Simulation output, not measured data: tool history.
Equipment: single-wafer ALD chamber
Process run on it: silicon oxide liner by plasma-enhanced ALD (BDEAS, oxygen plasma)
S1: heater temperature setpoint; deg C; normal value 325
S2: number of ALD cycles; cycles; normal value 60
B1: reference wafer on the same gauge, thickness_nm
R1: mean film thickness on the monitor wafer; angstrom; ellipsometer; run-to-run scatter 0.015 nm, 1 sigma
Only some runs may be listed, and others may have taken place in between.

run,hour,S1,S2,B1,R1
1,0,325,54,4.532,49.4
2,11.8,325,60,4.529,55.02
3,23.1,325,60,4.531,54.71
4,36.3,325,63,4.53,57.68
5,49.2,325,60,4.535,54.67
6,55.5,335,60,4.528,53.93
7,68.4,335,60,4.536,53.93
8,84.3,325,66,4.533,60.2
9,102.1,325,66,4.526,60.36
10,108.5,325,60,4.533,55.04
11,119.8,325,60,4.533,54.84
12,125.8,325,60,4.535,54.64
13,137.4,325,60,4.53,54.75
14,149,325,68,4.527,61.98
15,162.6,325,66,4.533,60.16
16,176,320,68,4.53,62.55
# hour 182.7: gauge calibrated
17,190.1,325,54,4.529,49.19
# hour 227.4: thermocouple changed; heater temperature recalibrated
18,227.9,336,68,4.534,61.17
19,279.5,336,53,4.527,47.68
20,291.1,331,57,4.528,51.24
21,300.2,320,64,4.527,58.88
22,314.2,338,60,4.531,53.78
23,325,339,54,4.528,48.27
24,333.3,337,51,4.531,45.69
25,344.3,325,60,4.528,54.66
26,361,313,60,4.531,55.69
27,370.7,325,70,4.53,63.85

Forecast each of these 4 alternatives for the next run:
A,371.2,314,60,?,?
B,371.2,316,51,?,?
C,371.2,319,60,?,?
D,371.2,338,55,?,?

run,B1,R1
A,4.529,55.88
B,4.529,47.34
C,4.529,55.43
D,4.529,49.25
Stripped of hidden state, with their random variation kept, the same runs would have yielded:
run,R1
A,55.88
B,47.34
C,55.43
D,49.25
